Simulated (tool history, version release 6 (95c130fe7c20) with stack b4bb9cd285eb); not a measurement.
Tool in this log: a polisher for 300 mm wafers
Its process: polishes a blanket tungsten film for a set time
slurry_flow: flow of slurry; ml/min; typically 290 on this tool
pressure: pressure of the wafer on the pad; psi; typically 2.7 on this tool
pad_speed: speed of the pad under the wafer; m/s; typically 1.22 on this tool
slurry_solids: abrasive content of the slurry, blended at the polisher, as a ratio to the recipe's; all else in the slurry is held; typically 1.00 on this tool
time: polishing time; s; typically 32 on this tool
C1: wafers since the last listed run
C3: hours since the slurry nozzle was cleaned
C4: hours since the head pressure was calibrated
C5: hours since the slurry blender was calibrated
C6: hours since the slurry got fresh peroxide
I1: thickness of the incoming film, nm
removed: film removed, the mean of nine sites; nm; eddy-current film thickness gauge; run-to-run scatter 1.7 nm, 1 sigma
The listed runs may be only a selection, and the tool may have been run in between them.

run 1 day=0.000 | slurry_flow=290 pressure=2.7 pad_speed=1.22 slurry_solids=0.95 time=32 | C1=0 wafers_polished_on_this_pad=4508 C3=344.6 C4=506.3 C5=243.2 C6=413.9 | I1=1060.7 | removed=95.3
-- day=0.554 slurry tank refilled with fresh slurry and peroxide
-- day=0.758 head pressure recalibrated
run 2 day=1.588 | slurry_flow=290 pressure=2.7 pad_speed=1.22 slurry_solids=1.00 time=32 | C1=547 wafers_polished_on_this_pad=5056 C3=382.7 C4=19.9 C5=281.3 C6=24.8 | I1=1043.7 | removed=92.5
-- day=2.875 slurry nozzle cleaned
run 3 day=3.129 | slurry_flow=290 pressure=2.7 pad_speed=1.22 slurry_solids=1.00 time=32 | C1=561 wafers_polished_on_this_pad=5618 C3=6.1 C4=56.9 C5=318.3 C6=61.8 | I1=1041.0 | removed=89.9
-- day=5.233 worn pad replaced by a new one
run 4 day=5.346 | slurry_flow=290 pressure=2.7 pad_speed=1.22 slurry_solids=1.00 time=32 | C1=768 wafers_polished_on_this_pad=41 C3=59.3 C4=110.1 C5=371.5 C6=115.0 | I1=1042.5 | removed=98.2
-- day=5.579 slurry blender recalibrated
run 5 day=9.829 | slurry_flow=290 pressure=2.7 pad_speed=1.22 slurry_solids=1.00 time=32 | C1=1648 wafers_polished_on_this_pad=1690 C3=166.9 C4=217.7 C5=102.0 C6=222.6 | I1=1036.0 | removed=105.7
run 6 day=13.267 | slurry_flow=290 pressure=2.7 pad_speed=1.22 slurry_solids=1.00 time=32 | C1=1287 wafers_polished_on_this_pad=2978 C3=249.4 C4=300.2 C5=184.5 C6=305.1 | I1=1050.6 | removed=100.4
run 7 day=14.838 | slurry_flow=290 pressure=2.7 pad_speed=1.22 slurry_solids=1.00 time=32 | C1=588 wafers_polished_on_this_pad=3566 C3=287.1 C4=337.9 C5=222.2 C6=342.8 | I1=1051.5 | removed=97.3
run 8 day=17.262 | slurry_flow=290 pressure=2.7 pad_speed=1.22 slurry_solids=1.00 time=32 | C1=908 wafers_polished_on_this_pad=4475 C3=345.3 C4=396.1 C5=280.4 C6=401.0 | I1=1042.6 | removed=93.0
-- day=18.929 slurry tank refilled with fresh slurry and peroxide
-- day=19.504 head pressure recalibrated
run 9 day=20.288 | slurry_flow=290 pressure=2.7 pad_speed=1.22 slurry_solids=1.00 time=32 | C1=1086 wafers_polished_on_this_pad=5561 C3=417.9 C4=18.8 C5=353.0 C6=32.6 | I1=1033.8 | removed=89.2
-- day=20.588 slurry nozzle cleaned
run 10 day=21.800 | slurry_flow=290 pressure=2.7 pad_speed=1.22 slurry_solids=1.00 time=32 | C1=551 wafers_polished_on_this_pad=6112 C3=29.1 C4=55.1 C5=389.3 C6=68.9 | I1=1053.8 | removed=85.7
-- day=22.412 worn pad replaced by a new one
-- day=23.912 slurry blender recalibrated
run 11 day=25.246 | slurry_flow=290 pressure=2.7 pad_speed=1.22 slurry_solids=1.00 time=32 | C1=1197 wafers_polished_on_this_pad=1030 C3=111.8 C4=137.8 C5=32.0 C6=151.6 | I1=1063.1 | removed=106.6
run 12 day=29.208 | slurry_flow=290 pressure=2.7 pad_speed=1.22 slurry_solids=1.00 time=32 | C1=1484 wafers_polished_on_this_pad=2515 C3=206.9 C4=232.9 C5=127.1 C6=246.7 | I1=1051.3 | removed=106.1
run 13 day=32.679 | slurry_flow=370 pressure=1.8 pad_speed=1.22 slurry_solids=1.00 time=32 | C1=1300 wafers_polished_on_this_pad=3815 C3=290.2 C4=316.2 C5=210.4 C6=330.0 | I1=1028.3 | removed=68.4
-- day=34.550 slurry tank refilled with fresh slurry and peroxide
run 14 day=34.638 | slurry_flow=205 pressure=2.3 pad_speed=1.22 slurry_solids=1.00 time=32 | C1=718 wafers_polished_on_this_pad=4533 C3=337.2 C4=363.2 C5=257.4 C6=2.1 | I1=1042.9 | removed=80.6
run 15 day=37.150 | slurry_flow=290 pressure=2.7 pad_speed=1.22 slurry_solids=1.00 time=32 | C1=941 wafers_polished_on_this_pad=5474 C3=397.5 C4=423.5 C5=317.7 C6=62.4 | I1=1050.9 | removed=91.1
-- day=38.579 head pressure recalibrated
run 16 day=38.754 | slurry_flow=290 pressure=2.7 pad_speed=1.22 slurry_solids=1.00 time=32 | C1=569 wafers_polished_on_this_pad=6044 C3=436.0 C4=4.2 C5=356.2 C6=100.9 | I1=1050.3 | removed=87.7
-- day=39.621 slurry blender recalibrated
-- day=40.896 worn pad replaced by a new one
-- day=41.050 slurry nozzle cleaned
run 17 day=50.817 | slurry_flow=290 pressure=2.9 pad_speed=1.22 slurry_solids=1.15 time=32 | C1=4409 wafers_polished_on_this_pad=3700 C3=234.4 C4=293.7 C5=268.7 C6=390.4 | I1=1056.6 | removed=106.3
-- day=53.083 slurry tank refilled with fresh slurry and peroxide
-- day=54.758 worn pad replaced by a new one
run 18 day=54.779 | slurry_flow=290 pressure=2.7 pad_speed=1.52 slurry_solids=1.00 time=27 | C1=1406 wafers_polished_on_this_pad=8 C3=329.5 C4=388.8 C5=363.8 C6=40.7 | I1=1059.1 | removed=105.6
-- day=55.550 head pressure recalibrated
-- day=56.817 slurry blender recalibrated
run 19 day=56.883 | slurry_flow=290 pressure=2.7 pad_speed=1.22 slurry_solids=1.00 time=32 | C1=725 wafers_polished_on_this_pad=734 C3=380.0 C4=32.0 C5=1.6 C6=91.2 | I1=1065.3 | removed=109.1
run 20 day=59.042 | slurry_flow=290 pressure=2.7 pad_speed=1.22 slurry_solids=1.00 time=32 | C1=808 wafers_polished_on_this_pad=1542 C3=431.8 C4=83.8 C5=53.4 C6=143.0 | I1=1038.0 | removed=107.1
-- day=61.500 slurry nozzle cleaned
run 21 day=62.254 | slurry_flow=290 pressure=2.7 pad_speed=0.96 slurry_solids=1.00 time=32 | C1=1187 wafers_polished_on_this_pad=2730 C3=18.1 C4=160.9 C5=130.5 C6=220.1 | I1=1049.2 | removed=82.3
run 22 day=64.596 | slurry_flow=290 pressure=2.1 pad_speed=1.22 slurry_solids=1.10 time=32 | C1=877 wafers_polished_on_this_pad=3608 C3=74.3 C4=217.1 C5=186.7 C6=276.3 | I1=1059.2 | removed=79.5
run 23 day=67.954 | slurry_flow=290 pressure=2.7 pad_speed=1.50 slurry_solids=0.80 time=22 | C1=1258 wafers_polished_on_this_pad=4866 C3=154.9 C4=297.7 C5=267.3 C6=356.9 | I1=1039.4 | removed=77.0
run 24 day=69.554 | slurry_flow=385 pressure=2.7 pad_speed=1.40 slurry_solids=1.00 time=40 | C1=599 wafers_polished_on_this_pad=5465 C3=193.3 C4=336.1 C5=305.7 C6=395.3 | I1=1047.7 | removed=135.2
-- day=71.771 slurry tank refilled with fresh slurry and peroxide
-- day=71.879 head pressure recalibrated
run 25 day=71.917 | slurry_flow=255 pressure=2.7 pad_speed=1.46 slurry_solids=0.80 time=43 | C1=838 wafers_polished_on_this_pad=6303 C3=250.0 C4=0.9 C5=362.4 C6=3.5 | I1=1034.2 | removed=130.3
-- day=72.521 worn pad replaced by a new one
-- day=73.775 slurry blender recalibrated
run 26 day=73.796 | slurry_flow=290 pressure=2.7 pad_speed=1.22 slurry_solids=1.00 time=32 | C1=610 wafers_polished_on_this_pad=445 C3=295.1 C4=46.0 C5=0.5 C6=48.6 | I1=1055.4 | removed=108.8

Alternative continuations, all from the tool just after run 26; predict every row:
run A day=73.812 | slurry_flow=290 pressure=2.7 pad_speed=1.10 slurry_solids=1.00 time=32 | C1=6 wafers_polished_on_this_pad=452 C3=295.5 C4=46.4 C5=0.9 C6=49.0 | I1=1035.5 | removed=?
run B day=73.812 | slurry_flow=290 pressure=3.4 pad_speed=1.22 slurry_solids=1.25 time=32 | C1=6 wafers_polished_on_this_pad=452 C3=295.5 C4=46.4 C5=0.9 C6=49.0 | I1=1035.5 | removed=?
run C day=73.812 | slurry_flow=325 pressure=1.9 pad_speed=1.22 slurry_solids=1.20 time=29 | C1=6 wafers_polished_on_this_pad=452 C3=295.5 C4=46.4 C5=0.9 C6=49.0 | I1=1035.5 | removed=?

run=A removed=99.0
run=B removed=146.0
run=C removed=73.8
What these runs would have given with no unlogged condition in the tool:
run=A removed=101.5
run=B removed=149.7
run=C removed=75.7

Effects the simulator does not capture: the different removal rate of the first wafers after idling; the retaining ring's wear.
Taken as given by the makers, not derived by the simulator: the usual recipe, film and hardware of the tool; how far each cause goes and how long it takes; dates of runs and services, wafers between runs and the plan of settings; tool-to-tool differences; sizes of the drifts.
